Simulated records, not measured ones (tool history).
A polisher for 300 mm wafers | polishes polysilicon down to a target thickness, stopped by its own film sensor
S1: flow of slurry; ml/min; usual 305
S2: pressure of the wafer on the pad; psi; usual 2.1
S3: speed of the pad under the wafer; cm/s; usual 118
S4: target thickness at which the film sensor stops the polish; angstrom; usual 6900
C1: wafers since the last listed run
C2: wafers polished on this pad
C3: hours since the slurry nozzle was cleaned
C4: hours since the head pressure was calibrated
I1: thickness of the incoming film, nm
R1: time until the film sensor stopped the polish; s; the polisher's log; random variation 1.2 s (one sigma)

{"run": 1, "hour": 0.0, "S1": 355, "S2": 2.1, "S3": 118, "S4": 6900, "C1": 0, "C2": 986, "C3": 633.8, "C4": 911.4, "I1": 1180.9, "R1": 58.0}
{"run": 2, "hour": 13.8, "S1": 355, "S2": 2.1, "S3": 118, "S4": 6900, "C1": 151, "C2": 1137, "C3": 647.6, "C4": 925.2, "I1": 1175.5, "R1": 54.8}
{"hour": 26.6, "done": "worn pad replaced by a new one"}
{"run": 3, "hour": 31.2, "S1": 305, "S2": 1.7, "S3": 118, "S4": 6900, "C1": 147, "C2": 50, "C3": 665.0, "C4": 942.6, "I1": 1172.1, "R1": 70.9}
{"run": 4, "hour": 46.0, "S1": 305, "S2": 1.7, "S3": 118, "S4": 6900, "C1": 162, "C2": 212, "C3": 679.8, "C4": 957.4, "I1": 1191.4, "R1": 74.4}
{"run": 5, "hour": 58.0, "S1": 305, "S2": 2.1, "S3": 118, "S4": 6900, "C1": 131, "C2": 344, "C3": 691.8, "C4": 969.4, "I1": 1186.5, "R1": 58.3}
{"run": 6, "hour": 67.9, "S1": 305, "S2": 2.1, "S3": 118, "S4": 6900, "C1": 108, "C2": 453, "C3": 701.7, "C4": 979.3, "I1": 1190.5, "R1": 60.8}
{"run": 7, "hour": 78.3, "S1": 305, "S2": 2.1, "S3": 118, "S4": 6900, "C1": 114, "C2": 567, "C3": 712.1, "C4": 989.7, "I1": 1179.3, "R1": 59.6}
{"hour": 95.0, "done": "slurry nozzle cleaned"}
{"run": 8, "hour": 95.5, "S1": 305, "S2": 2.1, "S3": 118, "S4": 6900, "C1": 177, "C2": 745, "C3": 0.5, "C4": 1006.9, "I1": 1198.9, "R1": 60.9}
{"run": 9, "hour": 103.4, "S1": 305, "S2": 2.1, "S3": 146, "S4": 6900, "C1": 86, "C2": 831, "C3": 8.4, "C4": 1014.8, "I1": 1183.6, "R1": 46.3}
{"run": 10, "hour": 119.7, "S1": 355, "S2": 2.1, "S3": 118, "S4": 6900, "C1": 178, "C2": 1010, "C3": 24.7, "C4": 1031.1, "I1": 1179.4, "R1": 60.7}
{"run": 11, "hour": 125.8, "S1": 305, "S2": 2.5, "S3": 152, "S4": 5990, "C1": 66, "C2": 1077, "C3": 30.8, "C4": 1037.2, "I1": 1193.2, "R1": 47.2}
{"run": 12, "hour": 147.1, "S1": 305, "S2": 2.1, "S3": 140, "S4": 5520, "C1": 233, "C2": 1311, "C3": 52.1, "C4": 1058.5, "I1": 1179.1, "R1": 64.8}
{"hour": 157.8, "done": "worn pad replaced by a new one"}
{"run": 13, "hour": 159.3, "S1": 305, "S2": 2.1, "S3": 118, "S4": 6900, "C1": 90, "C2": 16, "C3": 64.3, "C4": 1070.7, "I1": 1178.0, "R1": 58.4}
{"hour": 172.8, "done": "head pressure recalibrated"}
{"run": 14, "hour": 177.0, "S1": 305, "S2": 2.5, "S3": 118, "S4": 6900, "C1": 172, "C2": 188, "C3": 82.0, "C4": 4.2, "I1": 1199.1, "R1": 52.4}
{"run": 15, "hour": 187.7, "S1": 305, "S2": 2.1, "S3": 156, "S4": 7720, "C1": 117, "C2": 305, "C3": 92.7, "C4": 14.9, "I1": 1210.0, "R1": 39.6}
{"run": 16, "hour": 197.4, "S1": 305, "S2": 2.1, "S3": 118, "S4": 6900, "C1": 106, "C2": 412, "C3": 102.4, "C4": 24.6, "I1": 1207.3, "R1": 64.6}
{"run": 17, "hour": 211.0, "S1": 225, "S2": 2.1, "S3": 130, "S4": 6190, "C1": 149, "C2": 561, "C3": 116.0, "C4": 38.2, "I1": 1190.5, "R1": 64.9}
{"run": 18, "hour": 225.3, "S1": 345, "S2": 2.1, "S3": 118, "S4": 6900, "C1": 156, "C2": 718, "C3": 130.3, "C4": 52.5, "I1": 1191.2, "R1": 60.8}
{"run": 19, "hour": 235.1, "S1": 305, "S2": 2.1, "S3": 96, "S4": 6900, "C1": 107, "C2": 826, "C3": 140.1, "C4": 62.3, "I1": 1170.0, "R1": 68.6}

What the log doesn't show, run by run:
removal rate lost through wear of the pad, %: 0 in every run
slurry flow missing at the pad, %: 0 in every run
deviation of the head's pressure from its setpoint, %: 0 in every run
